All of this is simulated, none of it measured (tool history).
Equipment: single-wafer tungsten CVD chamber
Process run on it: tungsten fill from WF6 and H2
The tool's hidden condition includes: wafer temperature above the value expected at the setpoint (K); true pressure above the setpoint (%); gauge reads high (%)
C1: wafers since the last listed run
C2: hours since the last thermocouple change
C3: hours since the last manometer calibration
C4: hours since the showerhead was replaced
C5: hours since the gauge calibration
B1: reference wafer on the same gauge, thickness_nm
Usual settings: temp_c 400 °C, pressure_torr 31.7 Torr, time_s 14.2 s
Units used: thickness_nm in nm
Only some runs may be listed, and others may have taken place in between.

Run 1, hour 0.0: usual settings but time_s 13.2 s; C1 0; C2 1053.5; C3 1955.5; C4 3745.9; C5 296.2; B1 38.037. Result: thickness_nm 43.068 nm.
Run 2, hour 24.8: usual settings but time_s 13.2 s; C1 1046; C2 1078.3; C3 1980.3; C4 3770.7; C5 321.0; B1 38.165. Result: thickness_nm 42.317 nm.
Run 3, hour 50.2: usual settings; C1 1072; C2 1103.7; C3 2005.7; C4 3796.1; C5 346.4; B1 38.122. Result: thickness_nm 45.499 nm.
Run 4, hour 72.6: usual settings; C1 945; C2 1126.1; C3 2028.1; C4 3818.5; C5 368.8; B1 38.141. Result: thickness_nm 45.766 nm.
Run 5, hour 103.3: usual settings but time_s 16.3 s; C1 1295; C2 1156.8; C3 2058.8; C4 3849.2; C5 399.5; B1 38.122. Result: thickness_nm 52.472 nm.
Run 6, hour 119.2: usual settings; C1 671; C2 1172.7; C3 2074.7; C4 3865.1; C5 415.4; B1 38.157. Result: thickness_nm 45.269 nm.
Run 7, hour 132.2: usual settings but time_s 15.1 s; C1 548; C2 1185.7; C3 2087.7; C4 3878.1; C5 428.4; B1 38.173. Result: thickness_nm 48.879 nm.
Run 8, hour 167.3: usual settings but time_s 15.1 s; C1 1481; C2 1220.8; C3 2122.8; C4 3913.2; C5 463.5; B1 38.189. Result: thickness_nm 48.805 nm.
Run 9, hour 180.2: usual settings but time_s 15.1 s; C1 544; C2 1233.7; C3 2135.7; C4 3926.1; C5 476.4; B1 38.177. Result: thickness_nm 49.192 nm.
At hour 203.4: thermocouple changed; heater temperature recalibrated.
Run 10, hour 204.0: usual settings; C1 666; C2 0.6; C3 2159.5; C4 3949.9; C5 500.2; B1 38.252. Result: thickness_nm 46.191 nm.
Run 11, hour 223.7: usual settings but temp_c 393 °C; C1 831; C2 20.3; C3 2179.2; C4 3969.6; C5 519.9; B1 38.287. Result: thickness_nm 41.102 nm.
Run 12, hour 254.4: usual settings; C1 1295; C2 51.0; C3 2209.9; C4 4000.3; C5 550.6; B1 38.174. Result: thickness_nm 46.021 nm.
Run 13, hour 285.3: usual settings but temp_c 385 °C, pressure_torr 34.5 Torr, time_s 15.5 s; C1 1304; C2 81.9; C3 2240.8; C4 4031.2; C5 581.5; B1 38.305. Result: thickness_nm 40.230 nm.
At hour 305.2: capacitance manometer re-zeroed and calibrated.
Run 14, hour 307.2: usual settings but temp_c 404 °C; C1 586; C2 103.8; C3 2.0; C4 4053.1; C5 603.4; B1 38.263. Result: thickness_nm 49.286 nm.
At hour 315.5: gauge calibrated.
Run 15, hour 337.5: usual settings but temp_c 386 °C, pressure_torr 37.5 Torr, time_s 12.4 s; C1 1279; C2 134.1; C3 32.3; C4 4083.4; C5 22.0; B1 37.394. Result: thickness_nm 33.357 nm.
Run 16, hour 356.7: usual settings; C1 810; C2 153.3; C3 51.5; C4 4102.6; C5 41.2; B1 37.494. Result: thickness_nm 45.185 nm.
Run 17, hour 372.1: usual settings but temp_c 409 °C, pressure_torr 38.9 Torr, time_s 12.6 s; C1 650; C2 168.7; C3 66.9; C4 4118.0; C5 56.6; B1 37.494. Result: thickness_nm 50.813 nm.
Run 18, hour 399.1: usual settings but pressure_torr 25.1 Torr, time_s 15.8 s; C1 1139; C2 195.7; C3 93.9; C4 4145.0; C5 83.6; B1 37.551. Result: thickness_nm 45.216 nm.
Run 19, hour 419.4: usual settings; C1 856; C2 216.0; C3 114.2; C4 4165.3; C5 103.9; B1 37.698. Result: thickness_nm 45.127 nm.
Run 20, hour 434.1: usual settings; C1 620; C2 230.7; C3 128.9; C4 4180.0; C5 118.6; B1 37.722. Result: thickness_nm 44.998 nm.
At hour 468.8: showerhead replaced.
Run 21, hour 469.3: usual settings but time_s 13.2 s; C1 1148; C2 265.9; C3 164.1; C4 0.5; C5 153.8; B1 37.850. Result: thickness_nm 42.427 nm.
Run 22, hour 482.8: usual settings but temp_c 395 °C, pressure_torr 38.7 Torr, time_s 15.2 s; C1 569; C2 279.4; C3 177.6; C4 14.0; C5 167.3; B1 37.838. Result: thickness_nm 48.900 nm.
Run 23, hour 502.7: usual settings but temp_c 389 °C, pressure_torr 36.5 Torr, time_s 15.4 s; C1 840; C2 299.3; C3 197.5; C4 33.9; C5 187.2; B1 37.918. Result: thickness_nm 43.438 nm.
Run 24, hour 595.8: usual settings but pressure_torr 38.6 Torr, time_s 15.6 s; C1 3930; C2 392.4; C3 290.6; C4 127.0; C5 280.3; B1 38.037. Result: thickness_nm 54.598 nm.
Run 25, hour 613.2: usual settings; C1 734; C2 409.8; C3 308.0; C4 144.4; C5 297.7; B1 38.110. Result: thickness_nm 45.674 nm.

Same runs, no hidden state in the tool, same run-to-run variation:
run  thickness_nm
  1        42.206
  2        41.436
  3        44.520
  4        44.756
  5        51.277
  6        44.224
  7        47.739
  8        47.637
  9        48.005
 10        45.061
 11        40.086
 12        44.868
 13        39.209
 14        48.025
 15        33.278
 16        44.983
 17        50.507
 18        44.831
 19        44.668
 20        44.490
 21        41.847
 22        48.191
 23        42.760
 24        53.521
 25        44.747
